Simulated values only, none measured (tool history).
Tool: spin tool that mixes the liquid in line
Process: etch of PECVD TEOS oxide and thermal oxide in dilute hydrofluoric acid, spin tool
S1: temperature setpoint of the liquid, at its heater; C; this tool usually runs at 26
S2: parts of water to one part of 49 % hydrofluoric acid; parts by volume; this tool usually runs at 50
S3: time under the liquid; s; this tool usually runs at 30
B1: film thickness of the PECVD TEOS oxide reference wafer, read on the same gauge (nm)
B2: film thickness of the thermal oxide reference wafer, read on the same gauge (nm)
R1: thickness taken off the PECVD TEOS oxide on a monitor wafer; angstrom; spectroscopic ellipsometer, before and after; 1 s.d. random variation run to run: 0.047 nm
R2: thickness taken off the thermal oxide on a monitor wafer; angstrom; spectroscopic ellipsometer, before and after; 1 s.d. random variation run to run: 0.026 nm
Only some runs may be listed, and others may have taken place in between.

run 1 hour=0 | S1=27.5 S2=45 S3=30 | B1=150 B2=99.999 | R1=94.2 R2=43.2
run 2 hour=15.5 | S1=27.5 S2=45 S3=30 | B1=149.93 B2=99.995 | R1=92.9 R2=43.66
run 3 hour=37.8 | S1=27.5 S2=45 S3=30 | B1=149.98 B2=100.008 | R1=93.2 R2=43.08
run 4 hour=97.1 | S1=26 S2=50 S3=15 | B1=149.98 B2=99.989 | R1=39.5 R2=18.29
run 5 hour=109.1 | S1=26 S2=50 S3=30 | B1=150.01 B2=99.994 | R1=79.1 R2=36.79
run 6 hour=140.4 | S1=26 S2=50 S3=30 | B1=149.98 B2=99.994 | R1=78.8 R2=36.76
run 7 hour=159.5 | S1=26 S2=50 S3=40 | B1=149.96 B2=99.992 | R1=105.1 R2=48.94
run 8 hour=178.5 | S1=26 S2=50 S3=40 | B1=150.04 B2=99.995 | R1=104.5 R2=48.64
run 9 hour=204.8 | S1=28.5 S2=50 S3=30 | B1=150.01 B2=99.993 | R1=87.1 R2=40.61
-- hour=232 gauge calibrated
run 10 hour=232.6 | S1=28.5 S2=50 S3=30 | B1=149.96 B2=100.002 | R1=87.5 R2=40.24
-- hour=272.3 hydrofluoric acid flow meter replaced
-- hour=316.5 thermometer replaced
run 11 hour=324.9 | S1=28.5 S2=50 S3=30 | B1=149.99 B2=99.987 | R1=92.4 R2=42.48
run 12 hour=354.1 | S1=26 S2=65 S3=30 | B1=149.97 B2=99.986 | R1=63.4 R2=29.34
-- hour=398.8 hydrofluoric acid flow meter replaced, repeated, since the last time left the tool worse
run 13 hour=405.9 | S1=26 S2=50 S3=30 | B1=150.01 B2=99.983 | R1=72.4 R2=33.24
run 14 hour=511.8 | S1=26 S2=50 S3=30 | B1=149.97 B2=100.003 | R1=72.7 R2=33.52
run 15 hour=545.4 | S1=26 S2=50 S3=35 | B1=150.02 B2=99.989 | R1=84 R2=39.08
run 16 hour=576.4 | S1=28 S2=70 S3=15 | B1=150.02 B2=100.004 | R1=27.2 R2=12.71
run 17 hour=609.6 | S1=23 S2=50 S3=40 | B1=149.96 B2=100.009 | R1=86.5 R2=40.22
run 18 hour=622.2 | S1=26 S2=50 S3=30 | B1=149.99 B2=99.992 | R1=72.4 R2=34.13
run 19 hour=638.2 | S1=29 S2=60 S3=35 | B1=150.03 B2=100.002 | R1=77.9 R2=36.95
run 20 hour=655.8 | S1=31 S2=50 S3=30 | B1=150.01 B2=99.992 | R1=88.4 R2=40.73
run 21 hour=669.3 | S1=27.5 S2=65 S3=45 | B1=150.01 B2=100.023 | R1=87.6 R2=40.2
run 22 hour=687.1 | S1=26 S2=50 S3=30 | B1=150 B2=100.023 | R1=73.2 R2=34.04

Consider 4 possible next runs. They are alternatives, not a sequence: every one starts from the tool as it was left by run 22. What does each give?
run A hour=687.5 | S1=26 S2=50 S3=30 | B1=? B2=? | R1=? R2=?
run B hour=687.5 | S1=26 S2=70 S3=25 | B1=? B2=? | R1=? R2=?
run C hour=687.5 | S1=29.5 S2=50 S3=25 | B1=? B2=? | R1=? R2=?
run D hour=687.5 | S1=27.5 S2=60 S3=35 | B1=? B2=? | R1=? R2=?

run=A B1=149.98 B2=99.996 R1=72.8 R2=34.11
run=B B1=149.98 B2=99.996 R1=42.2 R2=19.76
run=C B1=149.98 B2=99.996 R1=69.8 R2=32.69
run=D B1=149.98 B2=99.996 R1=74.2 R2=34.73
Had the tool no hidden state, the same runs would have come out as:
run=A R1=71.6 R2=33.52
run=B R1=41.5 R2=19.41
run=C R1=68.6 R2=32.13
run=D R1=72.9 R2=34.13
